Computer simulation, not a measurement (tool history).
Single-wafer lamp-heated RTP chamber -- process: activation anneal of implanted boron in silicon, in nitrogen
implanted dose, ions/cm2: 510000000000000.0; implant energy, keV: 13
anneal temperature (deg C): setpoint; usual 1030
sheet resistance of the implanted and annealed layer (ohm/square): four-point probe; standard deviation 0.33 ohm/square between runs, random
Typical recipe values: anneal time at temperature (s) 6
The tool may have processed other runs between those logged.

| run | hour | anneal temperature (deg C) | anneal time at temperature (s) | wafers since the last listed run | wafers since the last pyrometer calibration | wafers since the reflector plate was cleaned | hours since the gauge calibration | read-back reference wafer on the same gauge, sheet resistance | sheet resistance of the implanted and annealed layer (ohm/square) |
|---|---|---|---|---|---|---|---|---|---|
| 1 | 0.0 | 1030 | 6 | 0 | 1763 | 5215 | 384.8 | 210.51 | 222.30 |
| 2 | 92.7 | 1030 | 6 | 2244 | 4007 | 7459 | 477.5 | 210.55 | 221.89 |
| 3 | 174.8 | 1030 | 6 | 1987 | 5995 | 9447 | 559.6 | 210.65 | 221.62 |
| 4 | 221.3 | 1030 | 6 | 1125 | 7121 | 10572 | 606.1 | 210.76 | 222.03 |
|  | 232.6 | pyrometer window cleaned and pyrometer calibrated |
| 5 | 265.0 | 1030 | 6 | 864 | 784 | 11437 | 649.8 | 210.87 | 222.64 |
| 6 | 313.8 | 1030 | 6 | 1181 | 1965 | 12618 | 698.6 | 210.97 | 222.14 |
|  | 322.5 | reflector plate cleaned |
| 7 | 367.7 | 1030 | 6 | 1111 | 3076 | 1094 | 752.5 | 211.08 | 222.39 |
| 8 | 465.4 | 1030 | 6 | 2365 | 5442 | 3459 | 850.2 | 211.30 | 223.33 |
| 9 | 505.2 | 1030 | 6 | 963 | 6405 | 4422 | 890.0 | 211.33 | 222.37 |
|  | 551.9 | pyrometer window cleaned and pyrometer calibrated |
| 10 | 602.9 | 1030 | 6 | 2171 | 1235 | 6594 | 987.7 | 211.60 | 223.24 |
| 11 | 657.7 | 1030 | 6 | 1326 | 2561 | 7921 | 1042.5 | 211.80 | 223.98 |
| 12 | 734.9 | 1030 | 6 | 1868 | 4430 | 9790 | 1119.7 | 212.07 | 223.66 |
| 13 | 791.2 | 1046 | 7 | 1362 | 5793 | 11153 | 1176.0 | 212.19 | 223.18 |
|  | 877.8 | reflector plate cleaned |
| 14 | 878.3 | 1030 | 3 | 1914 | 7708 | 11 | 1263.1 | 212.51 | 224.35 |
|  | 916.0 | pyrometer window cleaned and pyrometer calibrated |
| 15 | 951.7 | 1056 | 4 | 1583 | 863 | 1594 | 1336.5 | 212.73 | 224.47 |
| 16 | 1028.3 | 1052 | 7 | 1854 | 2717 | 3449 | 1413.1 | 213.04 | 223.83 |
|  | 1063.2 | gauge calibrated |
| 17 | 1074.7 | 1030 | 6 | 1123 | 3841 | 4572 | 11.5 | 210.03 | 222.00 |
| 18 | 1116.8 | 1050 | 9 | 1019 | 4860 | 5591 | 53.6 | 210.02 | 220.67 |
|  | 1215.0 | pyrometer window cleaned and pyrometer calibrated |
| 19 | 1215.5 | 1050 | 9 | 2195 | 12 | 7787 | 152.3 | 210.09 | 219.74 |
| 20 | 1258.1 | 1006 | 3 | 1031 | 1044 | 8818 | 194.9 | 210.14 | 225.46 |
| 21 | 1299.3 | 1056 | 7 | 997 | 2041 | 9816 | 236.1 | 210.15 | 219.74 |
|  | 1380.8 | reflector plate cleaned |
| 22 | 1381.3 | 1058 | 3 | 1791 | 3833 | 13 | 318.1 | 210.23 | 221.04 |

Each row is a separate what-if for the run after 22, all from the same tool condition, not one after another. Results?
| A | 1381.7 | 1030 | 6 | 9 | 3842 | 22 | 318.5 | ? | ? |
| B | 1381.7 | 1030 | 4 | 9 | 3842 | 22 | 318.5 | ? | ? |
| C | 1381.7 | 1017 | 8 | 9 | 3842 | 22 | 318.5 | ? | ? |

| run | read-back reference wafer on the same gauge, sheet resistance | sheet resistance of the implanted and annealed layer (ohm/square) |
|---|---|---|
| A | 210.24 | 221.81 |
| B | 210.24 | 222.22 |
| C | 210.24 | 222.49 |
With the hidden condition removed and each run's random variation left untouched, the same runs would have given:
| run | sheet resistance of the implanted and annealed layer (ohm/square) |
|---|---|
| A | 221.59 |
| B | 222.00 |
| C | 222.27 |

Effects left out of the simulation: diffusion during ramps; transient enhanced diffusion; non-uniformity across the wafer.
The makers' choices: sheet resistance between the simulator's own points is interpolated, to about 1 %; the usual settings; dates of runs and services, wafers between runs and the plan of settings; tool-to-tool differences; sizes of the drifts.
